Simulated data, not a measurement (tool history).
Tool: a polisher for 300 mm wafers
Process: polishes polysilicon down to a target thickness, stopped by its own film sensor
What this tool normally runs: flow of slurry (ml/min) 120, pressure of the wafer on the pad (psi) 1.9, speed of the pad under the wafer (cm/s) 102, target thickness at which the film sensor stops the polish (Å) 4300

run	hour	flow of slurry (ml/min)	pressure of the wafer on the pad (psi)	speed of the pad under the wafer (cm/s)	target thickness at which the film sensor stops the polish (Å)	incoming thickness of the incoming film, nm	time until the film sensor stopped the polish (s)
1	0.0	120	1.9	102	4300	741.0	55.9
2	10.4	120	1.9	102	4300	726.0	53.2
3	22.5	90	1.9	102	4300	738.6	59.2
4	33.2	90	1.9	102	4300	726.4	57.3
# hour 49.6: worn pad replaced by a new one
5	72.1	90	1.9	102	4300	721.6	57.7
6	80.1	135	1.9	102	4300	745.0	56.4
7	93.4	135	1.9	102	4300	733.9	55.4
8	101.0	135	1.9	102	4300	731.6	55.9
9	109.9	120	1.9	102	4300	728.3	55.6
10	123.1	120	1.9	102	4300	740.8	58.5
# hour 135.7: worn pad replaced by a new one
# hour 135.7: slurry nozzle cleaned
11	136.2	120	1.9	102	4300	719.6	49.7
# hour 161.8: head pressure recalibrated
12	183.1	120	1.9	88	4670	722.6	45.6
13	194.2	120	1.9	88	4670	733.9	46.9
14	206.8	120	1.9	102	3630	734.1	57.4
# hour 234.9: worn pad replaced by a new one
15	256.3	120	1.9	102	5240	726.9	31.3
16	268.0	120	1.9	102	4300	721.3	45.4
17	285.6	120	1.9	68	5140	742.4	50.5
18	303.2	120	2.2	130	4300	731.7	32.5
# hour 317.2: worn pad replaced by a new one
19	317.7	135	1.2	114	5040	726.0	45.6
20	331.2	120	2.3	92	5100	733.7	31.7
21	347.6	120	1.9	102	4300	730.8	47.6
22	358.7	95	1.9	86	4780	733.3	48.5
23	367.2	155	1.9	102	4300	732.8	46.0
# hour 393.7: worn pad replaced by a new one
24	415.3	120	1.9	102	4300	744.5	50.2
25	427.7	105	2.1	88	5210	715.8	32.8
26	439.1	120	1.7	102	4300	728.4	52.5

5 options for the next run, each taken on its own from the tool as it stands now. Forecast them:
A	439.5	120	1.9	102	4300	735.2	?
B	439.5	140	1.5	84	3690	735.2	?
C	439.5	120	1.9	122	4300	735.2	?
D	439.5	105	1.9	116	4300	735.2	?
E	439.5	100	1.7	132	5350	735.2	?

run	time until the film sensor stopped the polish (s)
A	48.4
B	83.1
C	41.2
D	44.2
E	28.8
The same runs, with their run-to-run variation unchanged, on a tool lacking any hidden condition would have given:
run	time until the film sensor stopped the polish (s)
A	46.1
B	79.5
C	39.2
D	42.0
E	27.4

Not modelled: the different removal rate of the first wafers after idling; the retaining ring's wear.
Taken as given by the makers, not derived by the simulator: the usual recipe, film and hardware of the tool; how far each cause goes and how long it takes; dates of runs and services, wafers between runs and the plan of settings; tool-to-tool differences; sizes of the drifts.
